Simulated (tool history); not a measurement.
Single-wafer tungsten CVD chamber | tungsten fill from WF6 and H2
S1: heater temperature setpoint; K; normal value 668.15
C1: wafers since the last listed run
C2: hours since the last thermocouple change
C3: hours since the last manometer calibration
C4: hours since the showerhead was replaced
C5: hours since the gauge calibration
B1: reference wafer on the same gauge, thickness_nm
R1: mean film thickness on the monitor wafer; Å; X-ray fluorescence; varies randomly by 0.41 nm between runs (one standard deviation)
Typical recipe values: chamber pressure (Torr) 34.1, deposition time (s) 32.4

Run 1, hour 0: usual settings but chamber pressure (Torr) 40.2; C1 0; C2 808.4; C3 699.4; C4 5093.3; C5 91; B1 86.565. Result: R1 1004.25 Å.
Run 2, hour 71.3: usual settings but chamber pressure (Torr) 40.2; C1 2010; C2 879.7; C3 770.7; C4 5164.6; C5 162.3; B1 86.352. Result: R1 1001.75 Å.
Run 3, hour 151.3: usual settings but S1 665.15 K; C1 2255; C2 959.7; C3 850.7; C4 5244.6; C5 242.3; B1 86.04. Result: R1 856.55 Å.
Run 4, hour 226.9: usual settings but S1 665.15 K; C1 2131; C2 1035.3; C3 926.3; C4 5320.2; C5 317.9; B1 85.836. Result: R1 849.77 Å.
Run 5, hour 317.1: usual settings but S1 665.15 K; C1 2543; C2 1125.5; C3 1016.5; C4 5410.4; C5 408.1; B1 85.519. Result: R1 850.9 Å.
Run 6, hour 389.2: usual settings but deposition time (s) 29.3; C1 2032; C2 1197.6; C3 1088.6; C4 5482.5; C5 480.2; B1 85.264. Result: R1 804.82 Å.
Run 7, hour 425.4: usual settings but deposition time (s) 29.3; C1 1020; C2 1233.8; C3 1124.8; C4 5518.7; C5 516.4; B1 85.14. Result: R1 793.22 Å.
At hour 521.6: thermocouple changed; heater temperature recalibrated.
Run 8, hour 522.4: usual settings but deposition time (s) 29.3; C1 2509; C2 0.8; C3 1221.8; C4 5615.7; C5 613.4; B1 84.85. Result: R1 799.49 Å.
Run 9, hour 628.6: usual settings; C1 2994; C2 107; C3 1328; C4 5721.9; C5 719.6; B1 84.383. Result: R1 883.92 Å.
Run 10, hour 681: usual settings; C1 1477; C2 159.4; C3 1380.4; C4 5774.3; C5 772; B1 84.25. Result: R1 877.68 Å.
Run 11, hour 726.6: usual settings; C1 1285; C2 205; C3 1426; C4 5819.9; C5 817.6; B1 84.114. Result: R1 869.81 Å.
Run 12, hour 810.6: usual settings; C1 2368; C2 289; C3 1510; C4 5903.9; C5 901.6; B1 83.771. Result: R1 869.13 Å.
At hour 859.2: capacitance manometer re-zeroed and calibrated.
Run 13, hour 892.1: usual settings but S1 658.15 K, chamber pressure (Torr) 26.4, deposition time (s) 26.8; C1 2072; C2 370.5; C3 32.9; C4 5985.4; C5 983.1; B1 83.393. Result: R1 498.18 Å.
At hour 950.6: gauge calibrated.
At hour 967.4: showerhead replaced.
Run 14, hour 975.7: usual settings but S1 665.15 K; C1 2131; C2 454.1; C3 116.5; C4 8.3; C5 25.1; B1 86.7. Result: R1 855.29 Å.
Run 15, hour 1081.8: usual settings; C1 2991; C2 560.2; C3 222.6; C4 114.4; C5 131.2; B1 86.317. Result: R1 898.25 Å.
Run 16, hour 1129.5: usual settings but chamber pressure (Torr) 42.1; C1 1344; C2 607.9; C3 270.3; C4 162.1; C5 178.9; B1 86.081. Result: R1 1042.55 Å.
Run 17, hour 1202: usual settings but deposition time (s) 36.9; C1 2044; C2 680.4; C3 342.8; C4 234.6; C5 251.4; B1 85.937. Result: R1 1011.77 Å.
Run 18, hour 1241.9: usual settings but S1 656.15 K, deposition time (s) 38.7; C1 1124; C2 720.3; C3 382.7; C4 274.5; C5 291.3; B1 85.849. Result: R1 873.31 Å.
Run 19, hour 1301.1: usual settings but chamber pressure (Torr) 25.9, deposition time (s) 28; C1 1669; C2 779.5; C3 441.9; C4 333.7; C5 350.5; B1 85.542. Result: R1 621.66 Å.
Run 20, hour 1395.4: usual settings but chamber pressure (Torr) 26.9; C1 2658; C2 873.8; C3 536.2; C4 428; C5 444.8; B1 85.209. Result: R1 741.71 Å.
Run 21, hour 1445.4: usual settings but S1 654.15 K, chamber pressure (Torr) 41.6, deposition time (s) 27.4; C1 1409; C2 923.8; C3 586.2; C4 478; C5 494.8; B1 85.017. Result: R1 672.82 Å.
Run 22, hour 1491.7: usual settings but S1 655.15 K, chamber pressure (Torr) 25.6, deposition time (s) 30.8; C1 1305; C2 970.1; C3 632.5; C4 524.3; C5 541.1; B1 84.909. Result: R1 535.29 Å.

What would each run have given without the hidden state, its run-to-run variation left as it was?
The hidden state here: wafer temperature above the value expected at the setpoint (K); true pressure above the setpoint (%); gauge reads high (%).
run       R1
  1  1008.77
  2  1009.14
  3   865.67
  4   861.45
  5   865.76
  6   821.28
  7   810.65
  8    820.3
  9    910.9
 10   906.43
 11      900
 12   902.43
 13   519.02
 14   858.43
 15    905.4
 16  1052.89
 17   1024.8
 18   885.99
 19    632.2
 20    757.2
 21   688.27
 22   548.63
